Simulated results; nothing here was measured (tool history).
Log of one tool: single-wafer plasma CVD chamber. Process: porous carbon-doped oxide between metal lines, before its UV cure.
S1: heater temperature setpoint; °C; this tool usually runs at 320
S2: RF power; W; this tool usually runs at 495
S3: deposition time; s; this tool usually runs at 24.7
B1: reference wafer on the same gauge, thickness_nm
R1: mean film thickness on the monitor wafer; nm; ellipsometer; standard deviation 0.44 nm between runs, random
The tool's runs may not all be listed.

{"run": 1, "hour": 0.0, "S1": 325, "S2": 495, "S3": 24.7, "B1": 113.067, "R1": 112.126}
{"run": 2, "hour": 102.1, "S1": 325, "S2": 495, "S3": 24.7, "B1": 113.039, "R1": 111.623}
{"hour": 120.5, "done": "RF generator calibrated"}
{"run": 3, "hour": 200.7, "S1": 325, "S2": 495, "S3": 24.7, "B1": 112.996, "R1": 116.413}
{"run": 4, "hour": 282.9, "S1": 320, "S2": 495, "S3": 24.7, "B1": 112.987, "R1": 117.311}
{"run": 5, "hour": 384.3, "S1": 320, "S2": 495, "S3": 24.7, "B1": 113.006, "R1": 117.456}
{"run": 6, "hour": 468.9, "S1": 320, "S2": 495, "S3": 24.7, "B1": 113.044, "R1": 117.075}
{"run": 7, "hour": 537.5, "S1": 320, "S2": 495, "S3": 24.7, "B1": 112.995, "R1": 116.92}
{"run": 8, "hour": 594.3, "S1": 320, "S2": 495, "S3": 24.7, "B1": 113.003, "R1": 116.713}
{"run": 9, "hour": 660.9, "S1": 320, "S2": 495, "S3": 24.7, "B1": 113.016, "R1": 115.516}
{"run": 10, "hour": 836.2, "S1": 320, "S2": 495, "S3": 24.7, "B1": 112.974, "R1": 115.192}
{"hour": 860.0, "done": "gauge calibrated"}
{"run": 11, "hour": 944.1, "S1": 328, "S2": 495, "S3": 24.7, "B1": 113.017, "R1": 110.464}
{"run": 12, "hour": 996.2, "S1": 328, "S2": 495, "S3": 24.7, "B1": 113.053, "R1": 109.925}
{"run": 13, "hour": 1087.4, "S1": 320, "S2": 495, "S3": 24.7, "B1": 112.998, "R1": 114.169}
{"run": 14, "hour": 1139.4, "S1": 320, "S2": 495, "S3": 24.7, "B1": 112.988, "R1": 113.69}
{"hour": 1189.0, "done": "showerhead replaced"}
{"run": 15, "hour": 1213.2, "S1": 320, "S2": 495, "S3": 24.7, "B1": 113.065, "R1": 113.518}
{"run": 16, "hour": 1255.9, "S1": 333, "S2": 495, "S3": 28.0, "B1": 113.029, "R1": 120.986}
{"run": 17, "hour": 1452.8, "S1": 320, "S2": 420, "S3": 28.5, "B1": 113.01, "R1": 113.17}
{"run": 18, "hour": 1527.2, "S1": 311, "S2": 580, "S3": 29.1, "B1": 113.101, "R1": 155.154}
{"run": 19, "hour": 1834.0, "S1": 320, "S2": 495, "S3": 22.8, "B1": 113.005, "R1": 102.703}
{"hour": 1858.5, "done": "thermocouple changed; heater temperature recalibrated"}
{"run": 20, "hour": 1914.0, "S1": 312, "S2": 580, "S3": 22.3, "B1": 112.949, "R1": 122.183}
{"run": 21, "hour": 2004.1, "S1": 320, "S2": 495, "S3": 24.7, "B1": 112.97, "R1": 115.376}
{"run": 22, "hour": 2075.7, "S1": 307, "S2": 495, "S3": 23.1, "B1": 112.936, "R1": 115.678}
{"run": 23, "hour": 2138.8, "S1": 307, "S2": 465, "S3": 26.3, "B1": 113.002, "R1": 123.586}
{"hour": 2163.5, "done": "RF generator calibrated"}
{"run": 24, "hour": 2181.1, "S1": 306, "S2": 495, "S3": 29.0, "B1": 112.985, "R1": 150.375}
{"run": 25, "hour": 2239.0, "S1": 320, "S2": 495, "S3": 26.6, "B1": 113.088, "R1": 128.841}
{"run": 26, "hour": 2288.6, "S1": 333, "S2": 495, "S3": 28.0, "B1": 113.002, "R1": 126.81}
{"run": 27, "hour": 2449.8, "S1": 320, "S2": 540, "S3": 24.7, "B1": 112.96, "R1": 126.392}
{"run": 28, "hour": 2555.1, "S1": 331, "S2": 460, "S3": 21.4, "B1": 113.013, "R1": 92.031}
{"run": 29, "hour": 2645.9, "S1": 305, "S2": 570, "S3": 21.3, "B1": 112.949, "R1": 121.97}
{"run": 30, "hour": 2735.9, "S1": 312, "S2": 580, "S3": 22.3, "B1": 113.032, "R1": 124.321}
{"run": 31, "hour": 2796.6, "S1": 320, "S2": 495, "S3": 24.7, "B1": 112.933, "R1": 116.673}
{"run": 32, "hour": 2869.9, "S1": 327, "S2": 580, "S3": 24.7, "B1": 112.905, "R1": 125.513}
{"run": 33, "hour": 2952.4, "S1": 333, "S2": 395, "S3": 28.2, "B1": 112.946, "R1": 102.093}
{"run": 34, "hour": 3017.1, "S1": 331, "S2": 540, "S3": 26.3, "B1": 113.036, "R1": 124.134}

A few steps of R1 between consecutive runs. Split each: what settings, incoming material and random variation would produce without the hidden state, and what is left over for the hidden state, along with gauge scatter present in only one of the two compared results (measured, and without hidden state):
The hidden state here: wafer temperature above the value expected at the setpoint (K); delivered RF power above the setpoint (%); gauge reads high (%).
Run 2 -> 3: RF generator calibrated. R1 +4.790 nm: hidden state +4.089, all else +0.701.
Run 17 -> 18: S1 320 -> 311, S2 420 -> 580, S3 28.5 -> 29.1. R1 +41.984 nm: hidden state -2.529, all else +44.513.
Run 18 -> 19: S1 311 -> 320, S2 580 -> 495, S3 29.1 -> 22.8. R1 -52.451 nm: hidden state +2.763, all else -55.214.
Run 19 -> 20: S1 320 -> 312, S2 495 -> 580, S3 22.8 -> 22.3, thermocouple changed; heater temperature recalibrated. R1 +19.480 nm: hidden state +2.931, all else +16.549.
Run 23 -> 24: S1 307 -> 306, S2 465 -> 495, S3 26.3 -> 29.0, RF generator calibrated. R1 +26.789 nm: hidden state +6.368, all else +20.421.
Run 27 -> 28: S1 320 -> 331, S2 540 -> 460, S3 24.7 -> 21.4. R1 -34.361 nm: hidden state -0.125, all else -34.236.

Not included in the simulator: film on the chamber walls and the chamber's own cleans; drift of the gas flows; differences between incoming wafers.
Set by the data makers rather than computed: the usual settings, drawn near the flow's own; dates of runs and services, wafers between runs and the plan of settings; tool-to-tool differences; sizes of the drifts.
